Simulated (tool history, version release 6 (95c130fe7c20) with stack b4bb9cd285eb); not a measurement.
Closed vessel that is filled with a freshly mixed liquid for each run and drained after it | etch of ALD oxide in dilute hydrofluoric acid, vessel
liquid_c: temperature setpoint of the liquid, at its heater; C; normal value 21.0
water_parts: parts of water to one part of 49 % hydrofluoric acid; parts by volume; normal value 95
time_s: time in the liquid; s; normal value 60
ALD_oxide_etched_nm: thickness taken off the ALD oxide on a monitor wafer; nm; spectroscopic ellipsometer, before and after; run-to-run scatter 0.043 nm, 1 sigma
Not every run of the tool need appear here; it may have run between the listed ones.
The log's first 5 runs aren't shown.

| run | hour | liquid_c | water_parts | time_s | read-back film thickness of the ALD oxide reference wafer, read on the same gauge (nm) | ALD_oxide_etched_nm |
|---|---|---|---|---|---|---|
| 6 | 66.9 | 21.0 | 95 | 60 | 110.00 | 6.10 |
| 7 | 84.6 | 21.0 | 95 | 60 | 110.00 | 6.02 |
| 8 | 90.6 | 21.0 | 95 | 35 | 109.98 | 3.58 |
| 9 | 100.3 | 21.0 | 95 | 60 | 109.99 | 6.01 |
| 10 | 117.3 | 21.0 | 95 | 60 | 109.97 | 6.03 |
| 11 | 127.5 | 21.0 | 95 | 60 | 110.03 | 6.02 |
|  | 137.7 | hydrofluoric acid flow meter replaced |
| 12 | 138.1 | 21.0 | 95 | 60 | 110.01 | 5.97 |
| 13 | 154.7 | 21.0 | 95 | 60 | 109.98 | 5.99 |
| 14 | 166.4 | 21.0 | 95 | 60 | 109.99 | 5.98 |
| 15 | 181.8 | 21.0 | 95 | 60 | 110.00 | 6.03 |
| 16 | 198.6 | 21.0 | 95 | 75 | 109.98 | 7.55 |
|  | 199.0 | gauge calibrated |
| 17 | 210.2 | 21.0 | 95 | 60 | 110.00 | 5.99 |

Predict the results of run 18:
| 18 | 219.9 | 18.5 | 115 | 45 | ? | ? |

{"run 18": {"read-back film thickness of the ALD oxide reference wafer, read on the same gauge (nm)": 109.99, "ALD_oxide_etched_nm": 3.27}}
Without the tool's hidden state the same run would have given ALD_oxide_etched_nm 3.65 nm.
